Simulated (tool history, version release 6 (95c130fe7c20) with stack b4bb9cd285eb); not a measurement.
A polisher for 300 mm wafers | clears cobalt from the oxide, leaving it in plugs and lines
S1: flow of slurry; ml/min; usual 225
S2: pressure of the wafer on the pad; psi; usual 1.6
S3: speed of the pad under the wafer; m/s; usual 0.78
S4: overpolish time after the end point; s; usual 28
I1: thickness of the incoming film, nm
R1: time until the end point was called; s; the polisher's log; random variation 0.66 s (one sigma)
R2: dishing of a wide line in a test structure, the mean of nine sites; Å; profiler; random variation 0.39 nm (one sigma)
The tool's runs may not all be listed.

run	hour	S1	S2	S3	S4	I1	R1	R2
1	0	170	1.6	0.78	28	171	47	360
# hour 71.8: worn pad replaced by a new one
2	79.8	170	1.6	0.78	28	171.3	47.5	357
3	154.2	225	1.6	0.78	28	168.9	45.2	364
4	213.7	225	1.6	0.78	28	167.9	46	363
# hour 247.3: worn pad replaced by a new one
5	250	225	1.6	0.78	28	170.2	45.9	362
6	332.9	225	1.6	0.78	28	170.7	47.3	361
7	433.9	225	1.6	0.78	28	172.5	48.5	359
# hour 469.3: worn pad replaced by a new one
8	636.7	225	1.6	0.78	28	172.2	49.5	355
# hour 669.7: worn pad replaced by a new one
9	724.7	225	1.6	0.96	28	172.4	41.1	379
# hour 727.3: slurry nozzle cleaned
# hour 744.1: head pressure recalibrated
10	769.7	295	1.3	0.78	13	172.5	48.7	252
11	806.6	285	1.1	0.88	39	169.8	48.2	388
12	862.8	225	2	0.6	28	170.9	50	355
# hour 883: worn pad replaced by a new one
13	946.2	225	1.6	0.78	28	169.6	44.2	361
14	1016.8	225	1.3	0.78	37	171.6	50.6	381

Hidden state or all else? Some run-to-run changes of R1, split into what the settings, what came in and random variation would give without the hidden state, and what is left for the hidden state (with any gauge scatter that isn't in both results):
The hidden state here: removal rate lost through wear of the pad, %; slurry flow missing at the pad, %; deviation of the head's pressure from its setpoint, %.
Run 8 -> 9: S3 0.78 -> 0.96, worn pad replaced by a new one. R1 -8.4 s: hidden state -0.3, all else -8.1.
Run 9 -> 10: S1 225 -> 295, S2 1.6 -> 1.3, S3 0.96 -> 0.78, S4 28 -> 13, slurry nozzle cleaned, head pressure recalibrated. R1 +7.6 s: hidden state -3.6, all else +11.2.

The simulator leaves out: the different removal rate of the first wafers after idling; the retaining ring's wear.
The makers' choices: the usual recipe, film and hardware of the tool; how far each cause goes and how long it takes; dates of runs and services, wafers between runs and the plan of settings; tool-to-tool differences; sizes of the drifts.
